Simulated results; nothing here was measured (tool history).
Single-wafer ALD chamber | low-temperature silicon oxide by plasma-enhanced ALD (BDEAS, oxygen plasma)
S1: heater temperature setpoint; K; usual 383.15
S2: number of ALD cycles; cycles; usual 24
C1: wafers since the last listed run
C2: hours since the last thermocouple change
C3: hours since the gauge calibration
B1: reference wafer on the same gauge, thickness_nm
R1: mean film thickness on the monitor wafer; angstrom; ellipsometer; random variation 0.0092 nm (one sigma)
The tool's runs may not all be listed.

Run 1, hour 0: usual settings but S2 20 cycles; C1 0; C2 741.5; C3 303.7; B1 3.171. Result: R1 30.43 angstrom.
Run 2, hour 45.1: usual settings but S2 20 cycles; C1 535; C2 786.6; C3 348.8; B1 3.169. Result: R1 30.62 angstrom.
Run 3, hour 77.4: usual settings but S1 390.15 K; C1 383; C2 818.9; C3 381.1; B1 3.171. Result: R1 36.14 angstrom.
Run 4, hour 102.7: usual settings but S1 390.15 K; C1 300; C2 844.2; C3 406.4; B1 3.169. Result: R1 36.15 angstrom.
Run 5, hour 138.1: usual settings but S1 390.15 K; C1 420; C2 879.6; C3 441.8; B1 3.171. Result: R1 36.39 angstrom.
Run 6, hour 171.2: usual settings; C1 393; C2 912.7; C3 474.9; B1 3.17. Result: R1 36.7 angstrom.
Run 7, hour 201.8: usual settings; C1 363; C2 943.3; C3 505.5; B1 3.17. Result: R1 36.48 angstrom.
Run 8, hour 227: usual settings; C1 299; C2 968.5; C3 530.7; B1 3.17. Result: R1 36.59 angstrom.
Run 9, hour 295.8: usual settings; C1 816; C2 1037.3; C3 599.5; B1 3.169. Result: R1 36.41 angstrom.
Run 10, hour 355.5: usual settings; C1 708; C2 1097; C3 659.2; B1 3.169. Result: R1 36.57 angstrom.
Run 11, hour 391.7: usual settings; C1 429; C2 1133.2; C3 695.4; B1 3.172. Result: R1 36.66 angstrom.
Run 12, hour 462.4: usual settings but S2 25 cycles; C1 839; C2 1203.9; C3 766.1; B1 3.169. Result: R1 38.07 angstrom.
Run 13, hour 670.8: usual settings; C1 2474; C2 1412.3; C3 974.5; B1 3.171. Result: R1 36.64 angstrom.
Run 14, hour 709.2: usual settings; C1 455; C2 1450.7; C3 1012.9; B1 3.169. Result: R1 36.38 angstrom.
Run 15, hour 741.6: usual settings; C1 384; C2 1483.1; C3 1045.3; B1 3.169. Result: R1 36.34 angstrom.
Run 16, hour 783.2: usual settings; C1 493; C2 1524.7; C3 1086.9; B1 3.17. Result: R1 36.66 angstrom.
Run 17, hour 812.3: usual settings; C1 345; C2 1553.8; C3 1116; B1 3.171. Result: R1 36.37 angstrom.
Run 18, hour 875.3: usual settings; C1 748; C2 1616.8; C3 1179; B1 3.173. Result: R1 36.65 angstrom.
Run 19, hour 1084.1: usual settings; C1 2479; C2 1825.6; C3 1387.8; B1 3.168. Result: R1 36.42 angstrom.
Run 20, hour 1142.6: usual settings but S1 390.15 K, S2 20 cycles; C1 694; C2 1884.1; C3 1446.3; B1 3.17. Result: R1 30.06 angstrom.
Run 21, hour 1300.2: usual settings but S1 394.15 K; C1 1871; C2 2041.7; C3 1603.9; B1 3.169. Result: R1 35.71 angstrom.
At hour 1334.3: thermocouple changed; heater temperature recalibrated.
Run 22, hour 1353.5: usual settings but S1 393.15 K, S2 20 cycles; C1 537; C2 19.2; C3 1657.2; B1 3.17. Result: R1 30.27 angstrom.
Run 23, hour 1379.8: usual settings but S1 395.15 K; C1 312; C2 45.5; C3 1683.5; B1 3.168. Result: R1 36.22 angstrom.
At hour 1381.9: gauge calibrated.
Run 24, hour 1444.2: usual settings but S1 395.15 K; C1 764; C2 109.9; C3 62.3; B1 3.171. Result: R1 36.01 angstrom.
Run 25, hour 1516.2: usual settings; C1 854; C2 181.9; C3 134.3; B1 3.169. Result: R1 36.87 angstrom.
Run 26, hour 1558.2: usual settings but S1 368.15 K; C1 498; C2 223.9; C3 176.3; B1 3.168. Result: R1 37.82 angstrom.
Run 27, hour 1616.9: usual settings but S1 391.15 K, S2 22 cycles; C1 696; C2 282.6; C3 235; B1 3.172. Result: R1 33.27 angstrom.
Run 28, hour 1642.1: usual settings but S1 374.15 K, S2 19 cycles; C1 299; C2 307.8; C3 260.2; B1 3.17. Result: R1 29.5 angstrom.
Run 29, hour 1672.5: usual settings; C1 360; C2 338.2; C3 290.6; B1 3.169. Result: R1 36.7 angstrom.
Run 30, hour 1715.3: usual settings but S1 396.15 K, S2 26 cycles; C1 508; C2 381; C3 333.4; B1 3.171. Result: R1 38.95 angstrom.
Run 31, hour 1917: usual settings; C1 2394; C2 582.7; C3 535.1; B1 3.172. Result: R1 36.8 angstrom.
Run 32, hour 1943.4: usual settings but S1 370.15 K, S2 22 cycles; C1 313; C2 609.1; C3 561.5; B1 3.17. Result: R1 34.39 angstrom.
Run 33, hour 1983.2: usual settings but S1 398.15 K, S2 28 cycles; C1 472; C2 648.9; C3 601.3; B1 3.17. Result: R1 41.83 angstrom.
Run 34, hour 2031.8: usual settings but S1 372.15 K, S2 28 cycles; C1 577; C2 697.5; C3 649.9; B1 3.17. Result: R1 43.59 angstrom.
Run 35, hour 2078.2: usual settings but S1 389.15 K, S2 22 cycles; C1 550; C2 743.9; C3 696.3; B1 3.17. Result: R1 33.26 angstrom.
Run 36, hour 2115.6: usual settings but S1 377.15 K, S2 27 cycles; C1 444; C2 781.3; C3 733.7; B1 3.171. Result: R1 41.79 angstrom.
Run 37, hour 2181.4: usual settings but S1 371.15 K, S2 22 cycles; C1 781; C2 847.1; C3 799.5; B1 3.169. Result: R1 34.28 angstrom.
Run 38, hour 2216.4: usual settings but S1 376.15 K, S2 26 cycles; C1 415; C2 882.1; C3 834.5; B1 3.168. Result: R1 40.08 angstrom.

The same runs without the tool's hidden state, with the same run-to-run variation:
The hidden state here: wafer temperature above the value expected at the setpoint (K); gauge reads high (%).
run     R1
  1  30.58
  2  30.78
  3  36.34
  4  36.35
  5   36.6
  6  36.92
  7   36.7
  8  36.82
  9  36.65
 10  36.82
 11  36.92
 12  38.36
 13  36.96
 14  36.71
 15  36.67
 16  37.01
 17  36.71
 18  37.01
 19  36.83
 20  30.41
 21  36.15
 22  30.29
 23  36.25
 24  36.05
 25  36.92
 26  37.95
 27  33.34
 28  29.57
 29  36.79
 30  39.06
 31  36.94
 32  34.63
 33  42.01
 34  43.77
 35  33.42
 36  41.99
 37  34.51
 38  40.29
